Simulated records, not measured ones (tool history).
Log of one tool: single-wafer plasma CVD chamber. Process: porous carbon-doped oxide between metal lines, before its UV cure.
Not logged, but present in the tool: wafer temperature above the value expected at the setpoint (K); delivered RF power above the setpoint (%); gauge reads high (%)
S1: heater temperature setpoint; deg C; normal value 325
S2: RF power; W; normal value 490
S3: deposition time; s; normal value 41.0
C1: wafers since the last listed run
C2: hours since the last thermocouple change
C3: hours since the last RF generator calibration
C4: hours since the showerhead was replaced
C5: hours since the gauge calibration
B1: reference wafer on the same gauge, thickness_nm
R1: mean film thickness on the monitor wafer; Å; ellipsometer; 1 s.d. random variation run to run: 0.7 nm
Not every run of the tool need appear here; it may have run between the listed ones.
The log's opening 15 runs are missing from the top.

run    hour   S1   S2    S3    C1      C2      C3      C4      C5       B1       R1
     1153.1  -- thermocouple changed; heater temperature recalibrated
 16  1218.1  315  490  41.0  1022    65.0  1248.1    92.5  1934.0  179.557  1842.59
 17  1278.4  325  565  41.0   733   125.3  1308.4   152.8  1994.3  179.672  1827.66
     1486.3  -- gauge calibrated
 18  1492.0  325  490  41.0  2598   338.9  1522.0   366.4     5.7  179.904  1728.41
     1500.4  -- thermocouple changed; heater temperature recalibrated, repeated, since the last time left the tool worse
 19  1543.8  325  535  41.0   532    43.4  1573.8   418.2    57.5  179.887  1860.34
     1556.3  -- RF generator calibrated
 20  1603.6  335  515  35.7   630   103.2    47.3   478.0   117.3  179.895  1531.26
 21  1667.2  312  530  41.0   773   166.8   110.9   541.6   180.9  180.038  2000.71
 22  1851.9  339  570  36.5  2247   351.5   295.6   726.3   365.6  179.914  1583.58
 23  1891.5  325  535  41.0   481   391.1   335.2   765.9   405.2  180.211  1862.72
 24  1981.2  325  490  47.3  1091   480.8   424.9   855.6   494.9  180.098  2080.53
 25  2043.2  338  400  33.5   754   542.8   486.9   917.6   556.9  180.129  1299.92
 26  2105.9  325  565  41.0   762   605.5   549.6   980.3   619.6  179.923  1893.64
 27  2157.2  325  440  32.8   624   656.8   600.9  1031.6   670.9  180.015  1408.30
 28  2213.4  325  565  41.0   683   713.0   657.1  1087.8   727.1  180.028  1881.04
 29  2299.8  325  490  41.0  1051   799.4   743.5  1174.2   813.5  179.676  1792.71
 30  2335.9  317  490  46.7   439   835.5   779.6  1210.3   849.6  179.787  2136.51
 31  2373.6  320  435  34.0   458   873.2   817.3  1248.0   887.3  180.114  1476.47
 32  2469.4  315  540  36.4  1165   969.0   913.1  1343.8   983.1  179.968  1748.79
 33  2542.5  316  490  41.0   889  1042.1   986.2  1416.9  1056.2  179.881  1886.86

Each row is a separate what-if for the run after 33, all from the same tool condition, not one after another. Results?
  A  2542.9  325  490  41.0   4  1042.5  986.6  1417.3  1056.6   ?   ?
  B  2542.9  325  490  37.7   4  1042.5  986.6  1417.3  1056.6   ?   ?
  C  2542.9  325  570  41.0   4  1042.5  986.6  1417.3  1056.6   ?   ?
  D  2542.9  312  490  37.0   4  1042.5  986.6  1417.3  1056.6   ?   ?
  E  2542.9  318  440  48.3   4  1042.5  986.6  1417.3  1056.6   ?   ?

run       B1       R1
  A  180.267  1792.93
  B  180.267  1652.09
  C  180.267  1889.72
  D  180.267  1746.93
  E  180.267  2111.73
What these runs would have given with no unlogged condition in the tool:
run       R1
  A  1809.86
  B  1667.69
  C  1907.56
  D  1764.70
  E  2132.72
